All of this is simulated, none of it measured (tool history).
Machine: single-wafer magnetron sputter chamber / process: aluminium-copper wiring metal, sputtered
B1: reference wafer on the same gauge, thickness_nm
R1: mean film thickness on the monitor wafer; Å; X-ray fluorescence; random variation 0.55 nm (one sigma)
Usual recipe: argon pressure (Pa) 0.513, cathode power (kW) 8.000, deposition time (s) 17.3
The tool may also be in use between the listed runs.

Run 1, hour 0.0: usual settings; B1 276.009. Result: R1 2351.91 Å.
Run 2, hour 42.8: usual settings; B1 275.936. Result: R1 2352.44 Å.
Run 3, hour 109.2: usual settings; B1 276.215. Result: R1 2358.49 Å.
Run 4, hour 142.6: usual settings; B1 275.882. Result: R1 2351.27 Å.
Run 5, hour 191.7: usual settings; B1 275.959. Result: R1 2357.45 Å.
Run 6, hour 227.4: usual settings; B1 276.032. Result: R1 2355.65 Å.
Run 7, hour 355.3: usual settings; B1 275.943. Result: R1 2357.99 Å.
Run 8, hour 396.8: usual settings; B1 276.072. Result: R1 2340.02 Å.
Run 9, hour 465.1: usual settings; B1 275.897. Result: R1 2355.80 Å.
Run 10, hour 507.6: usual settings; B1 275.955. Result: R1 2348.29 Å.
Run 11, hour 543.6: usual settings; B1 275.861. Result: R1 2342.46 Å.
Run 12, hour 599.7: usual settings but cathode power (kW) 8.900; B1 275.671. Result: R1 2615.52 Å.
Run 13, hour 670.5: usual settings but cathode power (kW) 8.900; B1 276.023. Result: R1 2622.97 Å.
Run 14, hour 728.4: usual settings; B1 276.020. Result: R1 2354.37 Å.
Run 15, hour 778.1: usual settings; B1 275.790. Result: R1 2350.17 Å.
Run 16, hour 813.4: usual settings but argon pressure (Pa) 0.419, cathode power (kW) 8.950, deposition time (s) 19.4; B1 276.033. Result: R1 3049.70 Å.
Run 17, hour 840.2: usual settings but argon pressure (Pa) 0.396, cathode power (kW) 9.900, deposition time (s) 19.6; B1 276.167. Result: R1 3434.36 Å.
Run 18, hour 893.1: usual settings but argon pressure (Pa) 0.341, cathode power (kW) 6.550, deposition time (s) 16.1; B1 276.042. Result: R1 1913.81 Å.
Run 19, hour 931.8: usual settings but argon pressure (Pa) 0.592; B1 275.968. Result: R1 2288.07 Å.
Run 20, hour 970.3: usual settings but cathode power (kW) 6.500; B1 275.753. Result: R1 1915.70 Å.
Run 21, hour 1021.1: usual settings but argon pressure (Pa) 0.363, cathode power (kW) 6.250; B1 276.299. Result: R1 1941.07 Å.
Run 22, hour 1061.2: usual settings but argon pressure (Pa) 0.460, cathode power (kW) 6.700; B1 275.915. Result: R1 2010.51 Å.
Run 23, hour 1118.5: usual settings but argon pressure (Pa) 0.373, cathode power (kW) 6.100, deposition time (s) 18.9; B1 276.038. Result: R1 2052.93 Å.
Run 24, hour 1180.8: usual settings but argon pressure (Pa) 0.707, deposition time (s) 16.0; B1 276.165. Result: R1 2030.23 Å.
Run 25, hour 1215.2: usual settings but argon pressure (Pa) 0.434, deposition time (s) 16.2; B1 275.907. Result: R1 2267.69 Å.
Run 26, hour 1274.6: usual settings but argon pressure (Pa) 0.456; B1 276.288. Result: R1 2395.22 Å.
Run 27, hour 1318.8: usual settings; B1 276.181. Result: R1 2359.10 Å.
Run 28, hour 1366.4: usual settings but argon pressure (Pa) 0.363, cathode power (kW) 6.250; B1 275.771. Result: R1 1947.40 Å.
Run 29, hour 1427.8: usual settings but argon pressure (Pa) 0.680, deposition time (s) 19.5; B1 276.046. Result: R1 2498.49 Å.
Run 30, hour 1480.9: usual settings; B1 276.086. Result: R1 2351.84 Å.
Run 31, hour 1519.6: usual settings but argon pressure (Pa) 0.456; B1 275.791. Result: R1 2396.45 Å.
Run 32, hour 1548.3: usual settings but argon pressure (Pa) 0.426, cathode power (kW) 6.850, deposition time (s) 20.2; B1 275.914. Result: R1 2424.47 Å.
Run 33, hour 1592.5: usual settings but argon pressure (Pa) 0.457, deposition time (s) 16.0; B1 276.286. Result: R1 2229.02 Å.
Run 34, hour 1712.4: usual settings but argon pressure (Pa) 0.695, cathode power (kW) 6.550, deposition time (s) 20.4; B1 275.864. Result: R1 2125.62 Å.
Run 35, hour 1758.3: usual settings but cathode power (kW) 8.950, deposition time (s) 13.8; B1 275.843. Result: R1 2099.11 Å.

Put back what was entered between runs (7 entries, withheld): which listed runs does each sit between, and how does the hidden state differ from the listed run before to the listed run after?
Between runs 4 and 5: sputter target and shields replaced (hour 176.2)
  both runs share identical hidden conditions
Between runs 10 and 11: capacitance manometer re-zeroed and calibrated (hour 526.9); sputter target and shields replaced (hour 538.3)
  both runs share identical hidden conditions
Between runs 17 and 18: magnet pack replaced (hour 849.1)
  both runs share identical hidden conditions
Between runs 18 and 19: sputter target and shields replaced (hour 920.1)
  both runs share identical hidden conditions
Between runs 24 and 25: gauge calibrated (hour 1183.0)
  both runs share identical hidden conditions
Between runs 27 and 28: sputter target and shields replaced (hour 1352.4)
  both runs share identical hidden conditions
